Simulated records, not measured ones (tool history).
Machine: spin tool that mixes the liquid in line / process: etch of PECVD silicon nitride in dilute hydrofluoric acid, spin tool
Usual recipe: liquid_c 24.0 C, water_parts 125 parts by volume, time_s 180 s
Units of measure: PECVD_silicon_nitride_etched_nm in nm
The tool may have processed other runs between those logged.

run,hour,liquid_c,water_parts,time_s,wafers since the last listed run,hours since the thermometer was replaced,hours since the hydrofluoric acid flow meter was replaced,hours since the gauge calibration,"read-back film thickness of the PECVD silicon nitride reference wafer, read on the same gauge (nm)",PECVD_silicon_nitride_etched_nm
1,0.0,24.0,155,225,0,3111.8,2228.3,20.7,39.982,3.337
2,12.5,26.5,100,180,77,3124.3,2240.8,33.2,39.994,4.939
3,49.8,24.0,125,180,232,3161.6,2278.1,70.5,39.990,3.364
4,66.4,24.0,125,180,103,3178.2,2294.7,87.1,39.994,3.367
5,77.3,24.0,125,180,67,3189.1,2305.6,98.0,40.018,3.317
6,94.5,24.0,150,180,107,3206.3,2322.8,115.2,39.998,2.824
# hour 123.1: hydrofluoric acid flow meter replaced
7,133.4,24.0,150,180,235,3245.2,10.3,154.1,40.009,2.767
8,145.3,22.0,125,260,74,3257.1,22.2,166.0,40.004,4.284
9,154.5,22.0,125,260,57,3266.3,31.4,175.2,40.009,4.255
10,164.7,21.0,125,245,63,3276.5,41.6,185.4,40.007,3.737
11,182.0,26.5,125,180,107,3293.8,58.9,202.7,40.009,3.945
12,196.0,26.5,125,180,87,3307.8,72.9,216.7,39.990,3.945
13,208.2,26.5,125,180,75,3320.0,85.1,228.9,39.998,3.950
14,223.0,24.0,125,180,92,3334.8,99.9,243.7,39.996,3.353
15,231.6,24.0,125,180,53,3343.4,108.5,252.3,39.982,3.350
# hour 236.5: gauge calibrated
16,248.1,27.5,105,240,102,3359.9,125.0,11.6,40.010,6.676
# hour 253.1: thermometer replaced
17,264.6,20.0,65,270,96,11.5,141.5,28.1,39.997,6.175
18,276.4,24.0,125,225,73,23.3,153.3,39.9,39.994,3.560
19,287.0,24.0,125,180,65,33.9,163.9,50.5,40.001,2.819
20,297.0,24.0,125,180,62,43.9,173.9,60.5,39.995,2.863
21,304.6,21.0,125,265,47,51.5,181.5,68.1,39.986,3.435
22,315.6,24.0,125,265,68,62.5,192.5,79.1,39.992,4.219
23,325.6,24.0,125,70,62,72.5,202.5,89.1,39.988,1.122
24,336.9,19.5,165,180,70,83.8,213.8,100.4,40.023,1.605
25,351.8,20.5,125,105,92,98.7,228.7,115.3,39.999,1.307
26,366.2,27.0,125,180,89,113.1,243.1,129.7,40.000,3.457
27,379.2,24.0,125,180,80,126.1,256.1,142.7,40.022,2.912
28,391.3,24.0,155,180,75,138.2,268.2,154.8,40.004,2.314
29,405.9,24.0,180,120,90,152.8,282.8,169.4,40.022,1.329
30,415.5,24.0,125,280,59,162.4,292.4,179.0,39.992,4.459
31,431.2,19.5,110,150,97,178.1,308.1,194.7,40.006,2.040
32,437.3,24.0,125,210,37,184.2,314.2,200.8,39.994,3.401
33,449.8,24.0,125,180,77,196.7,326.7,213.3,39.979,2.870

Take each entry between the runs: how does the hidden state at the last listed run before it differ from the hidden state at the first listed run after it?
Runs 6 to 7: hydrofluoric acid flow meter replaced (hour 123.1)
  liquid hotter than its thermometer reads (K): 3.01 -> 3.04
  measured minus no-state result, PECVD_silicon_nitride_etched_nm: +0.492 -> +0.487 nm
Runs 15 to 16: gauge calibrated (hour 236.5)
  liquid hotter than its thermometer reads (K): 3.13 -> 3.14
  measured minus no-state result, PECVD_silicon_nitride_etched_nm: +0.611 -> +1.199 nm
Runs 16 to 17: thermometer replaced (hour 253.1)
  liquid hotter than its thermometer reads (K): 3.14 -> 0.483
  measured minus no-state result, PECVD_silicon_nitride_etched_nm: +1.199 -> +0.201 nm
